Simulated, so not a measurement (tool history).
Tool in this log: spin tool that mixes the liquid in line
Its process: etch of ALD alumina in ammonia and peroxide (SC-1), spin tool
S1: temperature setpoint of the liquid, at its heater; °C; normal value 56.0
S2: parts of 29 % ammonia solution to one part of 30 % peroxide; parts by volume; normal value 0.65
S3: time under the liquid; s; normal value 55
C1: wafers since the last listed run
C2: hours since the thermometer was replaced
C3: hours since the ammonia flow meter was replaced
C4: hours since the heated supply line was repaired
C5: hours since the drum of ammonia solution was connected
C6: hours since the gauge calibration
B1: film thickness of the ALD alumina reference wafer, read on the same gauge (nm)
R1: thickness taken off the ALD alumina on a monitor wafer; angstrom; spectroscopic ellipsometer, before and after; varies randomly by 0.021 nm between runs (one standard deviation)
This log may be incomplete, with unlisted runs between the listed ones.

{"run": 1, "hour": 0.0, "S1": 56.0, "S2": 0.9, "S3": 55, "C1": 0, "C2": 1676.0, "C3": 2098.6, "C4": 1457.8, "C5": 302.9, "C6": 236.2, "B1": 90.52, "R1": 55.9}
{"run": 2, "hour": 23.2, "S1": 64.0, "S2": 0.65, "S3": 55, "C1": 207, "C2": 1699.2, "C3": 2121.8, "C4": 1481.0, "C5": 326.1, "C6": 259.4, "B1": 90.66, "R1": 81.8}
{"run": 3, "hour": 55.1, "S1": 64.0, "S2": 0.65, "S3": 55, "C1": 284, "C2": 1731.1, "C3": 2153.7, "C4": 1512.9, "C5": 358.0, "C6": 291.3, "B1": 90.86, "R1": 81.8}
{"hour": 59.8, "done": "thermometer replaced"}
{"hour": 60.8, "done": "heated supply line repaired"}
{"hour": 67.6, "done": "gauge calibrated"}
{"run": 4, "hour": 68.7, "S1": 60.5, "S2": 0.75, "S3": 55, "C1": 103, "C2": 8.9, "C3": 2167.3, "C4": 7.9, "C5": 371.6, "C6": 1.1, "B1": 90.17, "R1": 69.0}
{"run": 5, "hour": 84.9, "S1": 60.5, "S2": 0.75, "S3": 55, "C1": 144, "C2": 25.1, "C3": 2183.5, "C4": 24.1, "C5": 387.8, "C6": 17.3, "B1": 90.18, "R1": 68.7}
{"hour": 93.8, "done": "new drum of ammonia solution connected"}
{"run": 6, "hour": 98.8, "S1": 56.0, "S2": 0.65, "S3": 55, "C1": 115, "C2": 39.0, "C3": 2197.4, "C4": 38.0, "C5": 5.0, "C6": 31.2, "B1": 90.19, "R1": 53.9}
{"run": 7, "hour": 117.6, "S1": 56.0, "S2": 0.65, "S3": 55, "C1": 167, "C2": 57.8, "C3": 2216.2, "C4": 56.8, "C5": 23.8, "C6": 50.0, "B1": 90.19, "R1": 53.9}
{"run": 8, "hour": 133.1, "S1": 56.0, "S2": 0.65, "S3": 55, "C1": 138, "C2": 73.3, "C3": 2231.7, "C4": 72.3, "C5": 39.3, "C6": 65.5, "B1": 90.21, "R1": 54.0}
{"run": 9, "hour": 159.1, "S1": 56.0, "S2": 0.65, "S3": 55, "C1": 232, "C2": 99.3, "C3": 2257.7, "C4": 98.3, "C5": 65.3, "C6": 91.5, "B1": 90.29, "R1": 53.7}
{"run": 10, "hour": 184.8, "S1": 61.5, "S2": 0.65, "S3": 70, "C1": 229, "C2": 125.0, "C3": 2283.4, "C4": 124.0, "C5": 91.0, "C6": 117.2, "B1": 90.32, "R1": 91.1}
{"run": 11, "hour": 207.5, "S1": 56.0, "S2": 0.65, "S3": 55, "C1": 202, "C2": 147.7, "C3": 2306.1, "C4": 146.7, "C5": 113.7, "C6": 139.9, "B1": 90.39, "R1": 53.7}
{"run": 12, "hour": 238.6, "S1": 56.0, "S2": 0.65, "S3": 55, "C1": 277, "C2": 178.8, "C3": 2337.2, "C4": 177.8, "C5": 144.8, "C6": 171.0, "B1": 90.43, "R1": 54.3}
{"run": 13, "hour": 251.8, "S1": 52.5, "S2": 0.75, "S3": 35, "C1": 117, "C2": 192.0, "C3": 2350.4, "C4": 191.0, "C5": 158.0, "C6": 184.2, "B1": 90.53, "R1": 28.9}
{"run": 14, "hour": 264.1, "S1": 52.5, "S2": 0.8, "S3": 75, "C1": 109, "C2": 204.3, "C3": 2362.7, "C4": 203.3, "C5": 170.3, "C6": 196.5, "B1": 90.54, "R1": 62.3}
{"run": 15, "hour": 290.1, "S1": 60.0, "S2": 0.85, "S3": 70, "C1": 232, "C2": 230.3, "C3": 2388.7, "C4": 229.3, "C5": 196.3, "C6": 222.5, "B1": 90.69, "R1": 87.6}
{"run": 16, "hour": 306.9, "S1": 56.0, "S2": 0.65, "S3": 55, "C1": 149, "C2": 247.1, "C3": 2405.5, "C4": 246.1, "C5": 213.1, "C6": 239.3, "B1": 90.73, "R1": 54.4}
{"hour": 308.5, "done": "ammonia flow meter replaced"}
{"run": 17, "hour": 324.2, "S1": 64.0, "S2": 0.85, "S3": 40, "C1": 145, "C2": 264.4, "C3": 15.7, "C4": 263.4, "C5": 230.4, "C6": 256.6, "B1": 90.85, "R1": 61.0}
{"run": 18, "hour": 356.3, "S1": 51.5, "S2": 0.65, "S3": 55, "C1": 286, "C2": 296.5, "C3": 47.8, "C4": 295.5, "C5": 262.5, "C6": 288.7, "B1": 91.05, "R1": 42.7}
{"hour": 368.6, "done": "gauge calibrated"}
{"run": 19, "hour": 370.8, "S1": 56.0, "S2": 0.65, "S3": 25, "C1": 129, "C2": 311.0, "C3": 62.3, "C4": 310.0, "C5": 277.0, "C6": 2.2, "B1": 89.88, "R1": 24.4}
{"run": 20, "hour": 389.8, "S1": 52.0, "S2": 0.4, "S3": 75, "C1": 169, "C2": 330.0, "C3": 81.3, "C4": 329.0, "C5": 296.0, "C6": 21.2, "B1": 89.9, "R1": 56.5}
{"run": 21, "hour": 405.6, "S1": 56.0, "S2": 0.65, "S3": 75, "C1": 141, "C2": 345.8, "C3": 97.1, "C4": 344.8, "C5": 311.8, "C6": 37.0, "B1": 89.93, "R1": 73.3}
{"hour": 437.0, "done": "new drum of ammonia solution connected"}
{"run": 22, "hour": 438.2, "S1": 56.0, "S2": 0.9, "S3": 55, "C1": 282, "C2": 378.4, "C3": 129.7, "C4": 377.4, "C5": 1.2, "C6": 69.6, "B1": 89.96, "R1": 55.4}
{"run": 23, "hour": 461.8, "S1": 60.5, "S2": 0.75, "S3": 55, "C1": 210, "C2": 402.0, "C3": 153.3, "C4": 401.0, "C5": 24.8, "C6": 93.2, "B1": 89.99, "R1": 68.8}
{"run": 24, "hour": 478.5, "S1": 56.0, "S2": 0.55, "S3": 80, "C1": 149, "C2": 418.7, "C3": 170.0, "C4": 417.7, "C5": 41.5, "C6": 109.9, "B1": 90.03, "R1": 76.8}

Pick out some run-to-run changes in R1. Of each, how much would a tool without hidden state show as well, from the settings, what came in and chance, and how much is left for the hidden state and any gauge scatter not in both results compared?
The hidden state here: liquid colder than its thermometer reads (K); ammonia flow above the setpoint (%); temperature lost on the way to the wafer (K); ammonia solution weaker than its label (%); gauge reads high (%).
Run 3 -> 4: S1 64.0 -> 60.5, S2 0.65 -> 0.75, thermometer replaced, heated supply line repaired, gauge calibrated. R1 -12.8 angstrom: hidden state -0.6, all else -12.2.
Run 9 -> 10: S1 56.0 -> 61.5, S3 55 -> 70. R1 +37.4 angstrom: hidden state +0.1, all else +37.3.
Run 10 -> 11: S1 61.5 -> 56.0, S3 70 -> 55. R1 -37.4 angstrom: hidden state -0.1, all else -37.3.
Run 18 -> 19: S1 51.5 -> 56.0, S3 55 -> 25, gauge calibrated. R1 -18.3 angstrom: hidden state -0.5, all else -17.8.
